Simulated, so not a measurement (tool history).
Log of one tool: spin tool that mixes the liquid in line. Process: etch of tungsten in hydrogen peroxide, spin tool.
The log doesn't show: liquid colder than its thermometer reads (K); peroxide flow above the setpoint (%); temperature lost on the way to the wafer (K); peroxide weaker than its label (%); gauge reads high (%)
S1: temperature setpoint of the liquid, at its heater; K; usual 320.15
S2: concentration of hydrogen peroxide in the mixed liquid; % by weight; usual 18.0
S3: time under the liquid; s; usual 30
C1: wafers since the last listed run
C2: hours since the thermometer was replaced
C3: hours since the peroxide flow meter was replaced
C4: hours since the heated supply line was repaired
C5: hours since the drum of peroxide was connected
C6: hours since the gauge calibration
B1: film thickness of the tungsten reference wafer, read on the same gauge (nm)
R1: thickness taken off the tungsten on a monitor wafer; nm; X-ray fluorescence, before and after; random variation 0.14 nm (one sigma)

| run | hour | S1 | S2 | S3 | C1 | C2 | C3 | C4 | C5 | C6 | B1 | R1 |
|---|---|---|---|---|---|---|---|---|---|---|---|---|
| 1 | 0.0 | 320.15 | 18.0 | 30 | 0 | 908.5 | 241.7 | 2587.0 | 224.4 | 537.8 | 140.01 | 40.54 |
| 2 | 103.0 | 320.15 | 18.0 | 30 | 1625 | 1011.5 | 344.7 | 2690.0 | 327.4 | 640.8 | 140.00 | 40.31 |
| 3 | 179.7 | 320.15 | 18.0 | 30 | 1210 | 1088.2 | 421.4 | 2766.7 | 404.1 | 717.5 | 139.99 | 40.29 |
| 4 | 248.2 | 320.15 | 18.0 | 30 | 1081 | 1156.7 | 489.9 | 2835.2 | 472.6 | 786.0 | 140.01 | 39.93 |
| 5 | 336.8 | 320.15 | 16.5 | 30 | 1398 | 1245.3 | 578.5 | 2923.8 | 561.2 | 874.6 | 139.98 | 38.11 |
| 6 | 374.3 | 320.15 | 16.5 | 30 | 591 | 1282.8 | 616.0 | 2961.3 | 598.7 | 912.1 | 139.98 | 37.79 |
|  | 428.4 | new drum of peroxide connected |
|  | 455.2 | thermometer replaced |
| 7 | 461.8 | 320.15 | 16.5 | 30 | 1349 | 6.6 | 703.5 | 3048.8 | 33.4 | 999.6 | 140.01 | 38.60 |
|  | 488.5 | gauge calibrated |
| 8 | 501.6 | 320.15 | 18.0 | 40 | 628 | 46.4 | 743.3 | 3088.6 | 73.2 | 13.1 | 140.00 | 54.13 |
| 9 | 573.0 | 320.15 | 18.0 | 50 | 1126 | 117.8 | 814.7 | 3160.0 | 144.6 | 84.5 | 140.01 | 67.22 |
| 10 | 670.5 | 317.15 | 18.0 | 30 | 1538 | 215.3 | 912.2 | 3257.5 | 242.1 | 182.0 | 140.00 | 33.13 |
|  | 737.0 | heated supply line repaired |
| 11 | 738.5 | 320.15 | 13.5 | 15 | 1057 | 283.3 | 980.2 | 1.5 | 310.1 | 250.0 | 139.97 | 18.07 |
|  | 786.9 | peroxide flow meter replaced |
| 12 | 799.4 | 324.65 | 16.0 | 20 | 945 | 344.2 | 12.5 | 62.4 | 371.0 | 310.9 | 139.99 | 34.84 |
| 13 | 883.8 | 314.65 | 23.0 | 30 | 1332 | 428.6 | 96.9 | 146.8 | 455.4 | 395.3 | 139.98 | 33.20 |
| 14 | 976.7 | 320.15 | 18.0 | 30 | 1466 | 521.5 | 189.8 | 239.7 | 548.3 | 488.2 | 140.01 | 41.26 |
| 15 | 1055.7 | 317.15 | 18.0 | 30 | 1246 | 600.5 | 268.8 | 318.7 | 627.3 | 567.2 | 140.00 | 33.98 |
|  | 1102.2 | new drum of peroxide connected |
| 16 | 1107.1 | 322.65 | 15.0 | 25 | 795 | 651.9 | 320.2 | 370.1 | 4.9 | 618.6 | 140.01 | 37.78 |

Some steps in R1 between neighbouring runs. How much of each would the tool show without its hidden state too (settings, what came in, random variation), and how much is left for the hidden state, with any gauge scatter that isn't in both results?
Run 9 -> 10: S1 320.15 -> 317.15, S3 50 -> 30. R1 -34.09 nm: hidden state +2.00, all else -36.09.
Run 10 -> 11: S1 317.15 -> 320.15, S2 18.0 -> 13.5, S3 30 -> 15, heated supply line repaired. R1 -15.06 nm: hidden state +2.07, all else -17.13.
